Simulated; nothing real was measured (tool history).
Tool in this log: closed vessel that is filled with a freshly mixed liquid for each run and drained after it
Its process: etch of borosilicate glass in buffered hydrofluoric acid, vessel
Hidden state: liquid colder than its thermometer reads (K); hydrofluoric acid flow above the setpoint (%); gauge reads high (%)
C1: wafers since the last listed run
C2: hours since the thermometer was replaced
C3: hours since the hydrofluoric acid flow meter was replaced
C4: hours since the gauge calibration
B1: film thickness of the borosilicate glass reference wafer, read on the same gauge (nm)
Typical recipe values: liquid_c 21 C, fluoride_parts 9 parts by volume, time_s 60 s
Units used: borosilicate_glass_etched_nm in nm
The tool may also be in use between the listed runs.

{"run": 1, "day": 0.0, "liquid_c": 22.5, "fluoride_parts": 9, "time_s": 60, "C1": 0, "C2": 2512.8, "C3": 1463.8, "C4": 91.7, "B1": 29.99, "borosilicate_glass_etched_nm": 68.76}
{"run": 2, "day": 1.308, "liquid_c": 22.5, "fluoride_parts": 9, "time_s": 60, "C1": 2714, "C2": 2544.2, "C3": 1495.2, "C4": 123.1, "B1": 29.97, "borosilicate_glass_etched_nm": 68.72}
{"run": 3, "day": 2.1, "liquid_c": 22.5, "fluoride_parts": 9, "time_s": 60, "C1": 1642, "C2": 2563.2, "C3": 1514.2, "C4": 142.1, "B1": 30, "borosilicate_glass_etched_nm": 68.76}
{"run": 4, "day": 3.125, "liquid_c": 21, "fluoride_parts": 9, "time_s": 60, "C1": 2126, "C2": 2587.8, "C3": 1538.8, "C4": 166.7, "B1": 30.01, "borosilicate_glass_etched_nm": 64.06}
{"run": 5, "day": 4.6, "liquid_c": 21, "fluoride_parts": 9, "time_s": 60, "C1": 3060, "C2": 2623.2, "C3": 1574.2, "C4": 202.1, "B1": 30, "borosilicate_glass_etched_nm": 63.78}
{"run": 6, "day": 5.112, "liquid_c": 21, "fluoride_parts": 9, "time_s": 60, "C1": 1063, "C2": 2635.5, "C3": 1586.5, "C4": 214.4, "B1": 29.98, "borosilicate_glass_etched_nm": 63.81}
{"run": 7, "day": 5.85, "liquid_c": 24, "fluoride_parts": 9, "time_s": 60, "C1": 1530, "C2": 2653.2, "C3": 1604.2, "C4": 232.1, "B1": 30.01, "borosilicate_glass_etched_nm": 74.65}
{"run": 8, "day": 6.842, "liquid_c": 24, "fluoride_parts": 9, "time_s": 60, "C1": 2057, "C2": 2677, "C3": 1628, "C4": 255.9, "B1": 29.98, "borosilicate_glass_etched_nm": 74.92}
{"run": 9, "day": 7.608, "liquid_c": 24, "fluoride_parts": 9, "time_s": 60, "C1": 1590, "C2": 2695.4, "C3": 1646.4, "C4": 274.3, "B1": 30, "borosilicate_glass_etched_nm": 74.97}
{"day": 8.979, "done": "hydrofluoric acid flow meter replaced"}
{"day": 11.446, "done": "gauge calibrated"}
{"run": 10, "day": 11.642, "liquid_c": 21, "fluoride_parts": 9, "time_s": 75, "C1": 8281, "C2": 2792.2, "C3": 63.9, "C4": 4.7, "B1": 29.99, "borosilicate_glass_etched_nm": 69.98}
{"run": 11, "day": 12.188, "liquid_c": 21, "fluoride_parts": 9, "time_s": 75, "C1": 1132, "C2": 2805.3, "C3": 77, "C4": 17.8, "B1": 30.01, "borosilicate_glass_etched_nm": 70.46}
{"run": 12, "day": 13.033, "liquid_c": 17.5, "fluoride_parts": 9, "time_s": 60, "C1": 1754, "C2": 2825.6, "C3": 97.3, "C4": 38.1, "B1": 30.01, "borosilicate_glass_etched_nm": 45.64}
{"run": 13, "day": 13.921, "liquid_c": 22.5, "fluoride_parts": 11.5, "time_s": 30, "C1": 1841, "C2": 2846.9, "C3": 118.6, "C4": 59.4, "B1": 29.99, "borosilicate_glass_etched_nm": 24.68}
{"run": 14, "day": 14.638, "liquid_c": 25, "fluoride_parts": 9, "time_s": 90, "C1": 1486, "C2": 2864.1, "C3": 135.8, "C4": 76.6, "B1": 30.02, "borosilicate_glass_etched_nm": 103.93}
{"run": 15, "day": 15.812, "liquid_c": 21, "fluoride_parts": 9, "time_s": 60, "C1": 2437, "C2": 2892.3, "C3": 164, "C4": 104.8, "B1": 29.97, "borosilicate_glass_etched_nm": 56.37}
{"day": 16.496, "done": "thermometer replaced"}
{"run": 16, "day": 16.933, "liquid_c": 21, "fluoride_parts": 9, "time_s": 35, "C1": 2239, "C2": 10.5, "C3": 190.9, "C4": 131.7, "B1": 30, "borosilicate_glass_etched_nm": 37.29}
{"run": 17, "day": 18.404, "liquid_c": 21, "fluoride_parts": 9, "time_s": 60, "C1": 3051, "C2": 45.8, "C3": 226.2, "C4": 167, "B1": 30.01, "borosilicate_glass_etched_nm": 63.94}
{"run": 18, "day": 19.575, "liquid_c": 23, "fluoride_parts": 11.5, "time_s": 30, "C1": 2429, "C2": 73.9, "C3": 254.3, "C4": 195.1, "B1": 29.99, "borosilicate_glass_etched_nm": 29.12}
{"run": 19, "day": 20.308, "liquid_c": 21, "fluoride_parts": 9, "time_s": 60, "C1": 1521, "C2": 91.5, "C3": 271.9, "C4": 212.7, "B1": 30, "borosilicate_glass_etched_nm": 63.73}
{"run": 20, "day": 21.804, "liquid_c": 26, "fluoride_parts": 7, "time_s": 45, "C1": 3103, "C2": 127.4, "C3": 307.8, "C4": 248.6, "B1": 30, "borosilicate_glass_etched_nm": 82.65}
{"run": 21, "day": 22.712, "liquid_c": 23.5, "fluoride_parts": 6, "time_s": 60, "C1": 1884, "C2": 149.2, "C3": 329.6, "C4": 270.4, "B1": 29.99, "borosilicate_glass_etched_nm": 110.05}
{"run": 22, "day": 23.367, "liquid_c": 21, "fluoride_parts": 9, "time_s": 60, "C1": 1357, "C2": 164.9, "C3": 345.3, "C4": 286.1, "B1": 29.99, "borosilicate_glass_etched_nm": 64.34}

Here are 3 independent what-if runs from the current tool condition. What would each one return?
{"run": "A", "day": 23.396, "liquid_c": 21, "fluoride_parts": 9, "time_s": 60, "C1": 60, "C2": 165.6, "C3": 346, "C4": 286.8, "B1": "?", "borosilicate_glass_etched_nm": "?"}
{"run": "B", "day": 23.396, "liquid_c": 26, "fluoride_parts": 9, "time_s": 60, "C1": 60, "C2": 165.6, "C3": 346, "C4": 286.8, "B1": "?", "borosilicate_glass_etched_nm": "?"}
{"run": "C", "day": 23.396, "liquid_c": 21, "fluoride_parts": 11, "time_s": 60, "C1": 60, "C2": 165.6, "C3": 346, "C4": 286.8, "B1": "?", "borosilicate_glass_etched_nm": "?"}

run=A B1=29.98 borosilicate_glass_etched_nm=64.46
run=B B1=29.98 borosilicate_glass_etched_nm=84.32
run=C B1=29.98 borosilicate_glass_etched_nm=54.64
Stripped of hidden state, with their random variation kept, the same runs would have yielded:
run=A borosilicate_glass_etched_nm=64.67
run=B borosilicate_glass_etched_nm=84.52
run=C borosilicate_glass_etched_nm=54.98
